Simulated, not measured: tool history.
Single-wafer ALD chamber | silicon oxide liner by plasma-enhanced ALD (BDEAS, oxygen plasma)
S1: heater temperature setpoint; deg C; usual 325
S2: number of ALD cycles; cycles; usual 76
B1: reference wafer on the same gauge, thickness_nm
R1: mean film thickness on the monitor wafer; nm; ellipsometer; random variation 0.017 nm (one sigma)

run    hour   S1  S2     B1     R1
  1     0.0  329  84  5.819  7.336
  2    90.9  329  84  5.813  7.328
  3   184.9  329  84  5.818  7.332
  4   262.2  325  76  5.815  6.685
  5   442.3  336  76  5.823  6.580
      479.3  -- gauge calibrated
  6   525.3  325  76  5.821  6.680
      551.9  -- thermocouple changed; heater temperature recalibrated
  7   566.7  325  76  5.814  6.649
  8   668.6  325  76  5.822  6.671
  9   766.7  332  81  5.821  7.002
 10   832.5  325  65  5.823  5.699
 11   893.9  339  90  5.824  7.748
 12   951.3  340  71  5.824  6.101
 13   996.5  325  76  5.818  6.681
 14  1047.6  334  84  5.824  7.272
 15  1149.1  337  71  5.818  6.118
 16  1199.7  332  89  5.825  7.732

3 ways to go on from here, each from the tool as it stands after run 16. What would each give?
  A  1200.2  325  76   ?   ?
  B  1200.2  316  66   ?   ?
  C  1200.2  312  62   ?   ?

run     B1     R1
  A  5.820  6.666
  B  5.820  5.856
  C  5.820  5.528
Without the tool's hidden state the same runs would have given:
run     R1
  A  6.666
  B  5.856
  C  5.528
